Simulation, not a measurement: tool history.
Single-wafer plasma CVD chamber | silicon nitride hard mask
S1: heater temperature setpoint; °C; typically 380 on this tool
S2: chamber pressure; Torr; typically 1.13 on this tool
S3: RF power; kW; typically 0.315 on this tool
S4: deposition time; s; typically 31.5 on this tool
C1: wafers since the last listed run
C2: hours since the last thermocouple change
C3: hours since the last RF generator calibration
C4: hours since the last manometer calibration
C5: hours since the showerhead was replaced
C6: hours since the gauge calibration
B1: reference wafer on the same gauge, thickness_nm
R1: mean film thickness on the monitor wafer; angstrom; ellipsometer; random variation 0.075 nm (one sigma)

run	hour	S1	S2	S3	S4	C1	C2	C3	C4	C5	C6	B1	R1
1	0	388	1.13	0.315	26.6	0	994.1	1007.6	1261.3	5771.4	430.3	39.887	284.49
2	14.8	380	1.13	0.315	26.6	391	1008.9	1022.4	1276.1	5786.2	445.1	39.899	283.44
3	26.7	380	1.13	0.315	26.6	315	1020.8	1034.3	1288	5798.1	457	39.865	283.3
4	35.2	380	0.94	0.315	31.5	225	1029.3	1042.8	1296.5	5806.6	465.5	39.881	321.98
5	45.1	380	1.13	0.315	31.5	262	1039.2	1052.7	1306.4	5816.5	475.4	39.913	335.82
6	52.9	380	1.13	0.315	31.5	206	1047	1060.5	1314.2	5824.3	483.2	39.914	335.11
7	59	380	1.13	0.315	31.5	161	1053.1	1066.6	1320.3	5830.4	489.3	39.845	336.36
8	76	380	1.13	0.315	31.5	450	1070.1	1083.6	1337.3	5847.4	506.3	39.86	335.34
9	87.5	380	1.13	0.315	31.5	304	1081.6	1095.1	1348.8	5858.9	517.8	39.874	334.51
10	97.2	380	1.13	0.315	31.5	256	1091.3	1104.8	1358.5	5868.6	527.5	39.943	334.19
11	107.8	380	0.98	0.315	26.5	280	1101.9	1115.4	1369.1	5879.2	538.1	39.895	271.91
12	144.3	380	1.39	0.315	31.5	966	1138.4	1151.9	1405.6	5915.7	574.6	39.882	350.89
# hour 146.5: gauge calibrated
13	156.5	370	1.13	0.28	34.3	322	1150.6	1164.1	1417.8	5927.9	10	39.93	341.6
# hour 164.9: capacitance manometer re-zeroed and calibrated
# hour 166.7: thermocouple changed; heater temperature recalibrated
# hour 172.9: showerhead replaced
14	173.4	380	1.2	0.25	36.2	24	6.7	1181	8.5	0.5	26.9	39.911	342.7
15	208.9	394	1.13	0.315	31.5	939	42.2	1216.5	44	36	62.4	39.879	331.48
16	225.1	386	0.86	0.33	35.2	428	58.4	1232.7	60.2	52.2	78.6	39.91	355.98
17	236.6	391	1.37	0.315	36.6	304	69.9	1244.2	71.7	63.7	90.1	39.921	402.32
18	244.3	380	1.13	0.34	31.5	203	77.6	1251.9	79.4	71.4	97.8	39.898	346.15
19	251.6	380	1.41	0.315	31.5	193	84.9	1259.2	86.7	78.7	105.1	39.869	350.13
20	267.5	380	0.86	0.315	31.5	420	100.8	1275.1	102.6	94.6	121	39.932	310.89
# hour 284.9: RF generator calibrated
21	285.4	380	1.13	0.315	31.5	262	118.7	0.5	120.5	112.5	138.9	39.883	343.46
22	298.1	380	1.13	0.315	31.5	336	131.4	13.2	133.2	125.2	151.6	39.878	345.12
23	305.5	380	1.13	0.315	31.5	195	138.8	20.6	140.6	132.6	159	39.924	344.34
24	316	384	0.93	0.27	31.5	277	149.3	31.1	151.1	143.1	169.5	39.882	303.7
25	332.5	380	1.13	0.285	31.5	436	165.8	47.6	167.6	159.6	186	39.888	325.48
26	346.1	390	1.13	0.315	31.5	360	179.4	61.2	181.2	173.2	199.6	39.918	344.59
27	354.6	392	1.26	0.345	35.1	225	187.9	69.7	189.7	181.7	208.1	39.881	411.01
28	363.5	389	1.33	0.315	33.9	235	196.8	78.6	198.6	190.6	217	39.897	382.85
29	381.1	380	1.13	0.315	31.5	465	214.4	96.2	216.2	208.2	234.6	39.922	344.82

Run 30 has not been measured yet. What should we expect?
30	395.4	380	1.04	0.315	31.5	378	228.7	110.5	230.5	222.5	248.9	?	?

{"run 30": {"B1": 39.884, "R1": 338.44}}
With the hidden condition absent and the run-to-run variation left alone, this run would have shown R1 340.26 angstrom.
